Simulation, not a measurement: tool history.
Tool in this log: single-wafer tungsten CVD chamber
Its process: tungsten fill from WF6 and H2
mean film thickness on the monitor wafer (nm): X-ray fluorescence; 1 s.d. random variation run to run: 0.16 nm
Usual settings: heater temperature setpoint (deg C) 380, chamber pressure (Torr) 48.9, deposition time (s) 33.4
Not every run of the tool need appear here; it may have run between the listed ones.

run   hour  heater temperature setpoint (deg C)  chamber pressure (Torr)  deposition time (s)  read-back reference wafer on the same gauge, thickness_nm  mean film thickness on the monitor wafer (nm)
  1      0                                  380                     48.9                 33.4                                                     59.972                                          74.51
  2   28.3                                  380                     48.9                 33.4                                                      59.98                                          74.71
  3   48.5                                  380                     48.9                 33.4                                                     59.964                                          74.38
  4   62.9                                  380                     48.9                   36                                                     60.015                                         80.451
        68  -- gauge calibrated
  5   94.3                                  380                     48.9                   36                                                     60.038                                         80.474
     119.1  -- thermocouple changed; heater temperature recalibrated
  6  151.9                                  380                     48.9                 31.7                                                     60.034                                         70.956
  7  186.8                                  380                     48.9                 31.7                                                     60.004                                         71.039
  8  208.8                                  380                     48.9                 31.7                                                     60.025                                         70.955
  9  240.4                                  380                     41.1                 31.4                                                     59.985                                         65.335
 10  316.5                                  380                     41.1                 31.4                                                     59.958                                          65.03
 11  345.3                                  380                     41.1                 31.4                                                     59.993                                          65.48
 12  357.9                                  380                     48.9                 33.4                                                     60.025                                         75.364
 13  390.8                                  373                     48.9                 33.4                                                     59.998                                         63.929
     408.7  -- capacitance manometer re-zeroed and calibrated
 14  413.5                                  385                     40.2                 38.2                                                     60.001                                         85.081
 15  445.6                                  371                     36.9                 26.9                                                     60.057                                         41.571
     460.4  -- showerhead replaced
 16  460.9                                  380                     41.7                 33.4                                                     59.952                                         67.545
 17  471.6                                  387                     41.9                 39.9                                                      60.02                                         95.127
 18  485.1                                  380                     48.9                 33.4                                                     59.978                                         72.815
 19  512.3                                  389                     43.3                 30.6                                                     59.975                                         77.015
 20  530.3                                  380                     48.9                   27                                                     59.988                                         58.767
 21  636.6                                  380                     48.9                 28.5                                                     59.997                                         62.388
 22  662.4                                  380                     48.9                 38.8                                                     60.019                                         84.797
 23    676                                  380                     48.9                 33.4                                                     59.984                                         72.798
 24  701.2                                  392                       59                 33.4                                                     59.999                                        103.586
 25  731.5                                  384                     41.2                 37.8                                                     60.026                                         83.595
 26  761.2                                  380                     57.3                 27.1                                                     60.004                                         63.206
 27  783.5                                  392                       59                 33.4                                                     59.991                                        103.478
 28    800                                  394                     48.9                 30.1                                                     59.998                                         89.795
 29  814.4                                  380                     53.1                 33.4                                                      59.98                                         75.629
 30  840.3                                  367                     48.9                 38.9                                                     60.011                                         61.827
 31  866.2                                  380                     48.9                 33.4                                                     59.989                                         72.972
 32  878.8                                  384                     48.9                 30.3                                                     60.037                                         72.488
 33  909.5                                  366                     52.7                 39.2                                                     59.999                                          63.37
 34    932                                  391                     48.9                 31.6                                                     59.982                                         88.207
 35  977.5                                  365                     48.9                   36                                                     59.994                                         54.793

Selected run-to-run steps in mean film thickness on the monitor wafer (nm), each split into two signed amounts: the part the tool would show with no hidden state at all (from settings, incoming material and random variation), and the remainder, which goes to the hidden state together with any gauge scatter not common to the measured and the hidden-state-free results:
The hidden state here: wafer temperature above the value expected at the setpoint (K); true pressure above the setpoint (%); gauge reads high (%).
Run 11 -> 12: chamber pressure (Torr) 41.1 -> 48.9, deposition time (s) 31.4 -> 33.4. mean film thickness on the monitor wafer (nm) +9.884: hidden state +0.326, all else +9.558.
Run 12 -> 13: heater temperature setpoint (deg C) 380 -> 373. mean film thickness on the monitor wafer (nm) -11.435: hidden state -0.363, all else -11.072.
Run 13 -> 14: heater temperature setpoint (deg C) 373 -> 385, chamber pressure (Torr) 48.9 -> 40.2, deposition time (s) 33.4 -> 38.2, capacitance manometer re-zeroed and calibrated. mean film thickness on the monitor wafer (nm) +21.152: hidden state -2.082, all else +23.234.
Run 14 -> 15: heater temperature setpoint (deg C) 385 -> 371, chamber pressure (Torr) 40.2 -> 36.9, deposition time (s) 38.2 -> 26.9. mean film thickness on the monitor wafer (nm) -43.51: hidden state -0.133, all else -43.377.
Run 26 -> 27: heater temperature setpoint (deg C) 380 -> 392, chamber pressure (Torr) 57.3 -> 59, deposition time (s) 27.1 -> 33.4. mean film thickness on the monitor wafer (nm) +40.272: hidden state +0.149, all else +40.123.
Run 34 -> 35: heater temperature setpoint (deg C) 391 -> 365, deposition time (s) 31.6 -> 36. mean film thickness on the monitor wafer (nm) -33.414: hidden state -0.132, all else -33.282.

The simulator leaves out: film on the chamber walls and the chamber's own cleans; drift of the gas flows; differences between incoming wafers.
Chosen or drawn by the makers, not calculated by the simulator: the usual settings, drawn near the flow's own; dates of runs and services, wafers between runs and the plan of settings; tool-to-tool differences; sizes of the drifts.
